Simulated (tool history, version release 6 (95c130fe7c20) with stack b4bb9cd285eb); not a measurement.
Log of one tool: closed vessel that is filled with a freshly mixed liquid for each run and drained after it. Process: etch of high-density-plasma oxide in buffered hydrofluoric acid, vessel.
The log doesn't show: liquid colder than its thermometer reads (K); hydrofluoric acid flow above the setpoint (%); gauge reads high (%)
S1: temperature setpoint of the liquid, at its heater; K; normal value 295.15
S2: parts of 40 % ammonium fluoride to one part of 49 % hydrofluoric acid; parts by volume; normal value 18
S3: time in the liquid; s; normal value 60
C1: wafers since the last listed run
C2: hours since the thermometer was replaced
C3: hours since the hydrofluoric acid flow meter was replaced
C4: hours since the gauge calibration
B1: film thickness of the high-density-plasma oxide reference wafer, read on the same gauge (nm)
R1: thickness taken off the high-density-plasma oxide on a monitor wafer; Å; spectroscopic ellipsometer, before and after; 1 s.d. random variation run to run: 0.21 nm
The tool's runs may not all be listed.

run     day      S1    S2  S3    C1      C2      C3     C4     B1     R1
  1       0  292.15    18  60     0  2367.3  1612.1   87.1  39.98  259.4
  2   0.558  292.15    18  60   999  2380.7  1625.5  100.5  39.99  258.9
  3   0.825  292.15    18  60   477  2387.1  1631.9  106.9     40  255.8
  4   1.479  295.15    18  60  1170  2402.8  1647.6  122.6  40.01  302.6
  5   1.804  295.15    18  60   581  2410.6  1655.4  130.4  40.02  304.2
  6   2.508  297.15    18  60  1260  2427.5  1672.3  147.3     40  342.7
  7   3.242  297.15    18  60  1312  2445.1  1689.9  164.9  39.99  342.9
  8   3.542  297.15    18  60   536  2452.3  1697.1  172.1  40.01  340.7
  9   4.142  295.15    18  60  1073  2466.7  1711.5  186.5  39.98  306.9
 10   4.846  295.15    18  60  1260  2483.6  1728.4  203.4  40.01  302.1
 11   5.212  295.15    18  60   656  2492.4  1737.2  212.2  40.01  305.2
 12   5.917  299.15    23  45  1260  2509.3  1754.1  229.1  39.99    230
        6.2  -- thermometer replaced
 13   6.567  295.15    18  60  1088     8.8  1769.7  244.7  39.98  347.1
 14   6.858  295.15    22  60   521    15.8  1776.7  251.7     40  295.5
 15   7.138  292.65    18  60   499    22.5  1783.4  258.4     40  303.5
 16   7.392  291.65  14.5  30   454    28.6  1789.5  264.5     40  175.7
 17   8.042  298.15    14  75  1163    44.2  1805.1  280.1     40  659.1
 18   8.967  297.15    18  60  1655    66.4  1827.3  302.3  40.01  384.8
 19   9.792  298.15    16  30  1476    86.2  1847.1  322.1     40  228.6
 20  10.092  295.15    18  50   536    93.4  1854.3  329.3  40.01  288.4
     10.146  -- hydrofluoric acid flow meter replaced
 21  10.388  290.65    21  60   454   100.5     5.8  336.4  40.03  233.3

For run 22, what comes out?
 22  10.896  290.15  18  60  909  112.7  18  348.6   ?   ?

Run 22 gave B1 40.01, R1 259.4 Å.
Minus the tool's unlogged condition, the same run would have read R1 261.5 Å.
